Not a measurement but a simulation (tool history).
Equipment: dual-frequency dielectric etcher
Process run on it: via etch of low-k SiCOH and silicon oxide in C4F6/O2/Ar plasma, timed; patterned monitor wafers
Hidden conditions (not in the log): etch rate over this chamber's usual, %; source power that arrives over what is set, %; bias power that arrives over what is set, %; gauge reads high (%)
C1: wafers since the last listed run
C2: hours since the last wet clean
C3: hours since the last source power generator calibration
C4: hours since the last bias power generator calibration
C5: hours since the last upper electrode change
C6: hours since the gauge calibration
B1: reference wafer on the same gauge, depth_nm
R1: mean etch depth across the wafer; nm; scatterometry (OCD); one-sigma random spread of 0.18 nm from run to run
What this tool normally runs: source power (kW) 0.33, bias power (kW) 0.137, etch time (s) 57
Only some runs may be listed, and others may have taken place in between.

run 1 hour=0 | source_power_(kW)=0.33 bias_power_(kW)=0.137 etch_time_(s)=57 | C1=0 C2=423.8 C3=1238.9 C4=2708.2 C5=5283.8 C6=91.8 | B1=116 | R1=127.7
run 2 hour=10.4 | source_power_(kW)=0.33 bias_power_(kW)=0.137 etch_time_(s)=57 | C1=89 C2=434.2 C3=1249.3 C4=2718.6 C5=5294.2 C6=102.2 | B1=116 | R1=127.8
run 3 hour=24.2 | source_power_(kW)=0.33 bias_power_(kW)=0.137 etch_time_(s)=57 | C1=118 C2=448 C3=1263.1 C4=2732.4 C5=5308 C6=116 | B1=115.9 | R1=128
run 4 hour=40.3 | source_power_(kW)=0.33 bias_power_(kW)=0.137 etch_time_(s)=57 | C1=138 C2=464.1 C3=1279.2 C4=2748.5 C5=5324.1 C6=132.1 | B1=116.1 | R1=127.8
run 5 hour=52.4 | source_power_(kW)=0.33 bias_power_(kW)=0.144 etch_time_(s)=57 | C1=103 C2=476.2 C3=1291.3 C4=2760.6 C5=5336.2 C6=144.2 | B1=116 | R1=130.4
run 6 hour=59.7 | source_power_(kW)=0.33 bias_power_(kW)=0.137 etch_time_(s)=57 | C1=62 C2=483.5 C3=1298.6 C4=2767.9 C5=5343.5 C6=151.5 | B1=116 | R1=128.3
run 7 hour=67 | source_power_(kW)=0.33 bias_power_(kW)=0.137 etch_time_(s)=57 | C1=62 C2=490.8 C3=1305.9 C4=2775.2 C5=5350.8 C6=158.8 | B1=115.9 | R1=128.3
run 8 hour=82.3 | source_power_(kW)=0.33 bias_power_(kW)=0.137 etch_time_(s)=57 | C1=131 C2=506.1 C3=1321.2 C4=2790.5 C5=5366.1 C6=174.1 | B1=116 | R1=128.8
-- hour=110.1 wet clean of the chamber
-- hour=133.9 upper electrode replaced
run 9 hour=134.4 | source_power_(kW)=0.33 bias_power_(kW)=0.157 etch_time_(s)=57 | C1=36 C2=24.3 C3=1373.3 C4=2842.6 C5=0.5 C6=226.2 | B1=116 | R1=130.2
run 10 hour=134.7 | source_power_(kW)=0.33 bias_power_(kW)=0.157 etch_time_(s)=57 | C1=2 C2=24.6 C3=1373.6 C4=2842.9 C5=0.8 C6=226.5 | B1=116 | R1=130.2
run 11 hour=135.1 | source_power_(kW)=0.33 bias_power_(kW)=0.157 etch_time_(s)=57 | C1=3 C2=25 C3=1374 C4=2843.3 C5=1.2 C6=226.9 | B1=116 | R1=130.1
run 12 hour=149.1 | source_power_(kW)=0.33 bias_power_(kW)=0.137 etch_time_(s)=63.5 | C1=120 C2=39 C3=1388 C4=2857.3 C5=15.2 C6=240.9 | B1=116 | R1=139.6
run 13 hour=156.1 | source_power_(kW)=0.33 bias_power_(kW)=0.137 etch_time_(s)=63.5 | C1=60 C2=46 C3=1395 C4=2864.3 C5=22.2 C6=247.9 | B1=115.9 | R1=140.3
run 14 hour=165.2 | source_power_(kW)=0.29 bias_power_(kW)=0.125 etch_time_(s)=63.5 | C1=78 C2=55.1 C3=1404.1 C4=2873.4 C5=31.3 C6=257 | B1=116 | R1=125.3
run 15 hour=180.9 | source_power_(kW)=0.37 bias_power_(kW)=0.137 etch_time_(s)=46 | C1=134 C2=70.8 C3=1419.8 C4=2889.1 C5=47 C6=272.7 | B1=115.9 | R1=108.6
run 16 hour=196.8 | source_power_(kW)=0.26 bias_power_(kW)=0.137 etch_time_(s)=57 | C1=136 C2=86.7 C3=1435.7 C4=2905 C5=62.9 C6=288.6 | B1=116 | R1=107.1
-- hour=212.8 gauge calibrated
-- hour=218.9 source power generator calibrated
-- hour=233.1 bias power generator calibrated
run 17 hour=240.7 | source_power_(kW)=0.33 bias_power_(kW)=0.164 etch_time_(s)=57 | C1=308 C2=130.6 C3=21.8 C4=7.6 C5=106.8 C6=27.9 | B1=116 | R1=129.9
run 18 hour=248.4 | source_power_(kW)=0.26 bias_power_(kW)=0.157 etch_time_(s)=49 | C1=66 C2=138.3 C3=29.5 C4=15.3 C5=114.5 C6=35.6 | B1=116.1 | R1=93.8
run 19 hour=266.4 | source_power_(kW)=0.3 bias_power_(kW)=0.115 etch_time_(s)=57 | C1=154 C2=156.3 C3=47.5 C4=33.3 C5=132.5 C6=53.6 | B1=116.1 | R1=111.1
run 20 hour=280.2 | source_power_(kW)=0.33 bias_power_(kW)=0.137 etch_time_(s)=57 | C1=118 C2=170.1 C3=61.3 C4=47.1 C5=146.3 C6=67.4 | B1=116 | R1=123.8
run 21 hour=288.6 | source_power_(kW)=0.33 bias_power_(kW)=0.137 etch_time_(s)=43.5 | C1=72 C2=178.5 C3=69.7 C4=55.5 C5=154.7 C6=75.8 | B1=116 | R1=94.7
run 22 hour=296.7 | source_power_(kW)=0.4 bias_power_(kW)=0.137 etch_time_(s)=64 | C1=69 C2=186.6 C3=77.8 C4=63.6 C5=162.8 C6=83.9 | B1=116 | R1=155.9

Forecast run 23:
run 23 hour=304.1 | source_power_(kW)=0.33 bias_power_(kW)=0.137 etch_time_(s)=44 | C1=63 C2=194 C3=85.2 C4=71 C5=170.2 C6=91.3 | B1=? | R1=?

{"run 23": {"B1": 116, "R1": 95.8}}
If the tool had no hidden condition, the same run with the same run-to-run variation would have returned R1 94.7 nm.

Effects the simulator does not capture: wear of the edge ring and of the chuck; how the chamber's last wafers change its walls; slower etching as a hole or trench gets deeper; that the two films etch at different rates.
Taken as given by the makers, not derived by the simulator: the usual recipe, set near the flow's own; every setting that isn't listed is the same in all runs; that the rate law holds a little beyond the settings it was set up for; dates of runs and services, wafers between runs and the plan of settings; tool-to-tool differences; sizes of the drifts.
